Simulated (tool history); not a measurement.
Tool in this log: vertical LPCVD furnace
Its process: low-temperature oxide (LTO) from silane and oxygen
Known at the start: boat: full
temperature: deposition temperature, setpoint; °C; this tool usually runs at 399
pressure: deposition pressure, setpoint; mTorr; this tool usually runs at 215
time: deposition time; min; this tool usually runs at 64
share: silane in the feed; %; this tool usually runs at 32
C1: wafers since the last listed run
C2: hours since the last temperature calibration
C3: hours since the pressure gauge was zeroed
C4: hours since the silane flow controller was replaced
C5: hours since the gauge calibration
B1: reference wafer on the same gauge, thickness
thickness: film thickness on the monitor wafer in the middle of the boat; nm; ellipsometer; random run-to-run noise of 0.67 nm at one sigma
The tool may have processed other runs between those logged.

Run 1, hour 0: usual settings; C1 0; C2 1609.5; C3 2342.3; C4 2257.3; C5 17.1; B1 385.01. Result: thickness 420.15 nm.
Run 2, hour 16.4: usual settings; C1 310; C2 1625.9; C3 2358.7; C4 2273.7; C5 33.5; B1 385.01. Result: thickness 420.25 nm.
Run 3, hour 30.6: usual settings but share 27 %; C1 268; C2 1640.1; C3 2372.9; C4 2287.9; C5 47.7; B1 384.92. Result: thickness 324.77 nm.
Run 4, hour 39.9: usual settings but share 27 %; C1 175; C2 1649.4; C3 2382.2; C4 2297.2; C5 57; B1 384.95. Result: thickness 323.96 nm.
Run 5, hour 46.1: usual settings but time 58 min; C1 117; C2 1655.6; C3 2388.4; C4 2303.4; C5 63.2; B1 385.07. Result: thickness 380.56 nm.
Run 6, hour 55: usual settings but pressure 255 mTorr; C1 168; C2 1664.5; C3 2397.3; C4 2312.3; C5 72.1; B1 385.08. Result: thickness 498.98 nm.
At hour 82.5: thermocouples replaced and temperature profile calibrated.
Run 7, hour 83: usual settings but pressure 255 mTorr; C1 75; C2 0.5; C3 2425.3; C4 2340.3; C5 100.1; B1 385.06. Result: thickness 496.7 nm.
Run 8, hour 87.4: usual settings but pressure 255 mTorr; C1 25; C2 4.9; C3 2429.7; C4 2344.7; C5 104.5; B1 385.04. Result: thickness 496.6 nm.
At hour 108.3: silane flow controller replaced.
Run 9, hour 108.8: usual settings; C1 8; C2 26.3; C3 2451.1; C4 0.5; C5 125.9; B1 385.02. Result: thickness 442.69 nm.
Run 10, hour 113.2: usual settings; C1 83; C2 30.7; C3 2455.5; C4 4.9; C5 130.3; B1 384.95. Result: thickness 441.09 nm.
Run 11, hour 117.6: usual settings but pressure 250 mTorr, time 76 min; C1 83; C2 35.1; C3 2459.9; C4 9.3; C5 134.7; B1 385.09. Result: thickness 609.17 nm.
Run 12, hour 128.4: usual settings but pressure 265 mTorr, time 44 min; C1 204; C2 45.9; C3 2470.7; C4 20.1; C5 145.5; B1 385.12. Result: thickness 373.18 nm.
Run 13, hour 142.2: usual settings but temperature 402 °C, pressure 260 mTorr, time 87.5 min, share 26 %; C1 260; C2 59.7; C3 2484.5; C4 33.9; C5 159.3; B1 384.99. Result: thickness 553.06 nm.
At hour 152: gauge calibrated.
Run 14, hour 152.7: usual settings; C1 198; C2 70.2; C3 2495; C4 44.4; C5 0.7; B1 385.08. Result: thickness 439.26 nm.
At hour 184.2: pressure gauge zeroed.
Run 15, hour 184.7: usual settings; C1 151; C2 102.2; C3 0.5; C4 76.4; C5 32.7; B1 384.99. Result: thickness 440.04 nm.

Run 16 is up next; what results do you expect?
Run 16, hour 189: usual settings but temperature 407 °C, share 28 %; C1 81; C2 106.5; C3 4.8; C4 80.7; C5 37; B1 ?. Result: thickness ?.

B1: 384.99
thickness: 397.34 nm
With no hidden state in the tool, this same run would have given thickness 401.59 nm.
